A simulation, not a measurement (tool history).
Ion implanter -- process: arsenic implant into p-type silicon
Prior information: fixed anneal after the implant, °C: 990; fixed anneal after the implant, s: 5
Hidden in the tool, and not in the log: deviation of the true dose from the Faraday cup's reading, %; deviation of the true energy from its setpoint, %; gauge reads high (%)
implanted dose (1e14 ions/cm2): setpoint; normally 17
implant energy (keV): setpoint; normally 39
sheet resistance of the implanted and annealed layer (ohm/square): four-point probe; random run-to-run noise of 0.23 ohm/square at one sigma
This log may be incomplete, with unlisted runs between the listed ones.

| run | hour | implanted dose (1e14 ions/cm2) | implant energy (keV) | wafers since the last listed run | hours since the last dose calibration | hours since the extraction supply was calibrated | hours since the gauge calibration | read-back reference wafer on the same gauge, sheet resistance | sheet resistance of the implanted and annealed layer (ohm/square) |
|---|---|---|---|---|---|---|---|---|---|
| 1 | 0 | 17 | 35 | 0 | 483.9 | 5307.9 | 1191.4 | 94.66 | 91.31 |
| 2 | 62 | 17 | 35 | 1045 | 545.9 | 5369.9 | 1253.4 | 94.8 | 91.85 |
| 3 | 102.8 | 17 | 39 | 688 | 586.7 | 5410.7 | 1294.2 | 94.72 | 87.26 |
| 4 | 184.8 | 17 | 39 | 1383 | 668.7 | 5492.7 | 1376.2 | 94.75 | 86.9 |
| 5 | 229.4 | 13.43 | 39 | 752 | 713.3 | 5537.3 | 1420.8 | 94.63 | 95.39 |
| 6 | 293.8 | 13.43 | 39 | 1086 | 777.7 | 5601.7 | 1485.2 | 94.73 | 94.97 |
| 7 | 359.8 | 17 | 44.5 | 1113 | 843.7 | 5667.7 | 1551.2 | 94.71 | 82.11 |
| 8 | 431.7 | 17 | 44.5 | 1212 | 915.6 | 5739.6 | 1623.1 | 94.76 | 82.41 |
| 9 | 470.6 | 17 | 44.5 | 656 | 954.5 | 5778.5 | 1662 | 94.71 | 83 |
| 10 | 563.5 | 17 | 39 | 1567 | 1047.4 | 5871.4 | 1754.9 | 94.69 | 87.27 |
| 11 | 628.1 | 17 | 39 | 1089 | 1112 | 5936 | 1819.5 | 94.68 | 87.04 |
|  | 683.9 | Faraday cup replaced and dose calibrated |
| 12 | 783.6 | 17 | 39 | 2487 | 99.7 | 6091.5 | 1975 | 94.67 | 87.29 |
| 13 | 857.5 | 17 | 42 | 1246 | 173.6 | 6165.4 | 2048.9 | 94.79 | 84.32 |
| 14 | 914.1 | 17 | 42 | 954 | 230.2 | 6222 | 2105.5 | 94.59 | 84.41 |
|  | 1185 | extraction supply calibrated |
| 15 | 1185.5 | 17 | 42 | 4442 | 501.6 | 0.5 | 2376.9 | 94.65 | 84.24 |
| 16 | 1278.9 | 17 | 39 | 1575 | 595 | 93.9 | 2470.3 | 94.74 | 86.96 |
|  | 1294.3 | gauge calibrated |
| 17 | 1533.8 | 15.36 | 39 | 4299 | 849.9 | 348.8 | 239.5 | 94.75 | 90.04 |
|  | 1622.4 | Faraday cup replaced and dose calibrated |
| 18 | 1842.5 | 17 | 35 | 5072 | 220.1 | 657.5 | 548.2 | 94.71 | 91.52 |
| 19 | 1922.8 | 14.69 | 49 | 1354 | 300.4 | 737.8 | 628.5 | 94.7 | 84.04 |
| 20 | 1999.1 | 13.94 | 52.5 | 1287 | 376.7 | 814.1 | 704.8 | 94.71 | 84.25 |
| 21 | 2036.3 | 15.44 | 39 | 627 | 413.9 | 851.3 | 742 | 94.74 | 90.12 |
| 22 | 2095.2 | 11.93 | 39 | 993 | 472.8 | 910.2 | 800.9 | 94.59 | 100.35 |
| 23 | 2172.2 | 14.35 | 39 | 1298 | 549.8 | 987.2 | 877.9 | 94.73 | 92.96 |
| 24 | 2270 | 12.34 | 26 | 1649 | 647.6 | 1085 | 975.7 | 94.68 | 114.89 |
| 25 | 2324.7 | 12.5 | 31.5 | 922 | 702.3 | 1139.7 | 1030.4 | 94.62 | 106.58 |
| 26 | 2366.9 | 21.42 | 49 | 711 | 744.5 | 1181.9 | 1072.6 | 94.67 | 73.66 |
| 27 | 2465.1 | 18.53 | 26.5 | 1656 | 842.7 | 1280.1 | 1170.8 | 94.7 | 103.12 |
| 28 | 2520.4 | 17 | 39 | 932 | 898 | 1335.4 | 1226.1 | 94.75 | 87 |
|  | 2585.3 | Faraday cup replaced and dose calibrated |
| 29 | 2622.6 | 18.53 | 26.5 | 1588 | 37.3 | 1437.6 | 1328.3 | 94.72 | 102.93 |
| 30 | 2709.3 | 17 | 39 | 1462 | 124 | 1524.3 | 1415 | 94.66 | 87.67 |
| 31 | 2780.1 | 17 | 52 | 1194 | 194.8 | 1595.1 | 1485.8 | 94.78 | 77.99 |
| 32 | 2828.2 | 17 | 39 | 811 | 242.9 | 1643.2 | 1533.9 | 94.67 | 87.25 |
| 33 | 2888.4 | 15.44 | 39 | 1015 | 303.1 | 1703.4 | 1594.1 | 94.75 | 90.34 |
| 34 | 2985 | 17 | 48 | 1629 | 399.7 | 1800 | 1690.7 | 94.7 | 79.87 |
| 35 | 3078.1 | 13.94 | 39 | 1570 | 492.8 | 1893.1 | 1783.8 | 94.72 | 93.63 |

Give the tool's hidden conditions for every run:
deviation of the true dose from the Faraday cup's reading, %: 0 across all the runs
deviation of the true energy from its setpoint, %: 0 across all the runs
gauge reads high (%): 0 across all the runs
